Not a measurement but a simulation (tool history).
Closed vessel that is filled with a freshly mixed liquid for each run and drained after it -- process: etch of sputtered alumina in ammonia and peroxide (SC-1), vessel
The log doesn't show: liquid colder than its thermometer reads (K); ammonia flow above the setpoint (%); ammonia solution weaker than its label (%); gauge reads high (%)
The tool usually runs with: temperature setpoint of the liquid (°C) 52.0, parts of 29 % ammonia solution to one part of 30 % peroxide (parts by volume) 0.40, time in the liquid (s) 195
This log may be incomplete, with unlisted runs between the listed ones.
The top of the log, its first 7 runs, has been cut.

run,hour,temperature setpoint of the liquid (°C),parts of 29 % ammonia solution to one part of 30 % peroxide (parts by volume),time in the liquid (s),wafers since the last listed run,hours since the thermometer was replaced,hours since the ammonia flow meter was replaced,hours since the drum of ammonia solution was connected,hours since the gauge calibration,"read-back film thickness of the sputtered alumina reference wafer, read on the same gauge (nm)",thickness taken off the sputtered alumina on a monitor wafer (nm)
8,89.1,52.0,0.45,195,862,40.6,125.3,146.7,620.9,150.01,9.87
9,99.3,52.0,0.40,195,837,50.8,135.5,156.9,631.1,149.99,9.62
10,106.8,61.0,0.30,125,615,58.3,143.0,164.4,638.6,149.98,9.72
11,119.0,52.0,0.40,195,1001,70.5,155.2,176.6,650.8,150.01,9.69
12,127.0,52.0,0.40,90,656,78.5,163.2,184.6,658.8,150.00,4.47
13,136.5,48.0,0.55,195,780,88.0,172.7,194.1,668.3,150.01,8.07
14,147.2,52.0,0.40,225,878,98.7,183.4,204.8,679.0,149.99,11.12
15,155.5,57.0,0.25,260,681,107.0,191.7,213.1,687.3,150.00,16.22
16,165.9,52.0,0.40,120,853,117.4,202.1,223.5,697.7,150.02,5.93
17,178.9,46.5,0.25,85,1067,130.4,215.1,236.5,710.7,149.99,2.96
18,189.7,60.5,0.40,195,886,141.2,225.9,247.3,721.5,150.02,15.26
19,196.1,52.0,0.40,195,525,147.6,232.3,253.7,727.9,150.02,9.64
20,208.9,48.0,0.25,290,1050,160.4,245.1,266.5,740.7,150.00,11.03
21,216.5,52.0,0.40,195,624,168.0,252.7,274.1,748.3,149.97,9.63
22,225.6,45.5,0.50,160,747,177.1,261.8,283.2,757.4,150.02,5.67
# hour 252.4: gauge calibrated
23,272.0,49.0,0.25,105,3809,223.5,308.2,329.6,19.6,150.00,4.21
24,286.9,52.0,0.40,195,1223,238.4,323.1,344.5,34.5,150.00,9.52
25,303.6,46.5,0.55,225,1371,255.1,339.8,361.2,51.2,150.01,8.47
26,354.8,57.5,0.40,245,4203,306.3,391.0,412.4,102.4,150.01,16.04
27,363.0,52.0,0.35,195,673,314.5,399.2,420.6,110.6,150.00,9.57
28,375.2,48.0,0.20,295,1001,326.7,411.4,432.8,122.8,149.99,11.02
29,383.2,47.5,0.45,130,656,334.7,419.4,440.8,130.8,150.00,5.00
30,400.6,57.0,0.25,195,1428,352.1,436.8,458.2,148.2,150.00,11.91

3 ways to go on from here, each from the tool as it stands after run 30. What would each give?
A,401.3,52.0,0.40,110,57,352.8,437.5,458.9,148.9,?,?
B,401.3,58.0,0.25,120,57,352.8,437.5,458.9,148.9,?,?
C,401.3,52.0,0.40,305,57,352.8,437.5,458.9,148.9,?,?

run,"read-back film thickness of the sputtered alumina reference wafer, read on the same gauge (nm)",thickness taken off the sputtered alumina on a monitor wafer (nm)
A,150.01,5.35
B,150.01,7.69
C,150.01,14.84
Had the tool no hidden state, the same runs would have come out as:
run,thickness taken off the sputtered alumina on a monitor wafer (nm)
A,5.53
B,7.94
C,15.33
